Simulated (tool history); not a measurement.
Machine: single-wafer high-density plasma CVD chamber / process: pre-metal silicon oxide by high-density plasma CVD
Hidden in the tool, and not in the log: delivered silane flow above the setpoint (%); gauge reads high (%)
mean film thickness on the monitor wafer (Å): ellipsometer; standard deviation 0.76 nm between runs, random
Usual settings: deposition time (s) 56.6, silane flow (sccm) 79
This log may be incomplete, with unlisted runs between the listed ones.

run	hour	deposition time (s)	silane flow (sccm)	wafers since the last listed run	hours since the silane flow controller was replaced	hours since the gauge calibration	read-back reference wafer on the same gauge, thickness_nm	mean film thickness on the monitor wafer (Å)
1	0	56.6	79	0	1890.1	57.1	518.919	4516.99
2	13.2	56.6	79	190	1903.3	70.3	519.244	4515.23
3	25	56.6	79	170	1915.1	82.1	519.102	4540.13
4	35.1	56.6	79	145	1925.2	92.2	518.944	4523.13
5	47.5	56.6	79	178	1937.6	104.6	518.907	4540.7
6	64.7	56.6	79	248	1954.8	121.8	518.895	4546.03
7	72.8	56.6	79	116	1962.9	129.9	519.06	4521.34
8	88	56.6	79	219	1978.1	145.1	518.894	4529.91
9	100.7	54.1	79	183	1990.8	157.8	519.052	4344.41
10	112.8	54.1	79	174	2002.9	169.9	519.058	4331.85
11	122.8	63.4	88	144	2012.9	179.9	518.899	5550.29
12	138	56.6	79	219	2028.1	195.1	519.053	4532.22
13	154.9	56.6	79	243	2045	212	519.178	4536.07
14	168.3	56.6	79	193	2058.4	225.4	518.872	4539.24
15	178.3	56.6	79	144	2068.4	235.4	519.09	4537.15
16	194.5	56.6	79	233	2084.6	251.6	519.005	4530.37
17	200.7	56.6	75	89	2090.8	257.8	519.031	4367.67
18	207.1	56.6	72	92	2097.2	264.2	518.909	4231.68
# hour 218.7: gauge calibrated
19	224.9	52	74	256	2115	6.2	519.06	3967.64
20	233.9	62.3	91	129	2124	15.2	519.091	5588.49
21	240.2	65.5	66	90	2130.3	21.5	519.128	4594.88
# hour 252.5: silane flow controller replaced
22	254.8	63.3	70	95	2.3	36.1	519.107	4459.55
23	264.2	52	74	135	11.7	45.5	518.868	3807.86
24	279.5	56.6	84	220	27	60.8	518.756	4579.79
25	313.6	51.3	88	491	61.1	94.9	518.911	4307.88
26	326.6	47.3	66	187	74.1	107.9	518.879	3171.87
27	337.1	61.7	79	151	84.6	118.4	518.99	4765.33
28	352.3	53.5	93	219	99.8	133.6	518.996	4720.51
29	360.7	47	66	121	108.2	142	518.986	3161.51
30	372.9	47.3	86	175	120.4	154.2	518.884	3913.82
31	384.3	61.2	83	164	131.8	165.6	519.102	4922.58
32	398.2	48.4	87	200	145.7	179.5	519.244	4040.98
33	406.5	56.6	79	119	154	187.8	519.027	4378.43
34	417.7	51.7	87	161	165.2	199	519.01	4307.22
35	434.9	56.6	79	248	182.4	216.2	519.133	4370.82

Hidden state at the last listed run before each entry between runs and at the first one after, where it differs:
Between runs 18 and 19: gauge calibrated (hour 218.7)
  delivered silane flow above the setpoint (%): 5.48 -> 5.53
  measured less the result without the state, mean film thickness on the monitor wafer (Å): +172.87 -> +163.42
Between runs 21 and 22: silane flow controller replaced (hour 252.5)
  delivered silane flow above the setpoint (%): 5.57 -> 0.108
  measured less the result without the state, mean film thickness on the monitor wafer (Å): +190.58 -> +3.75
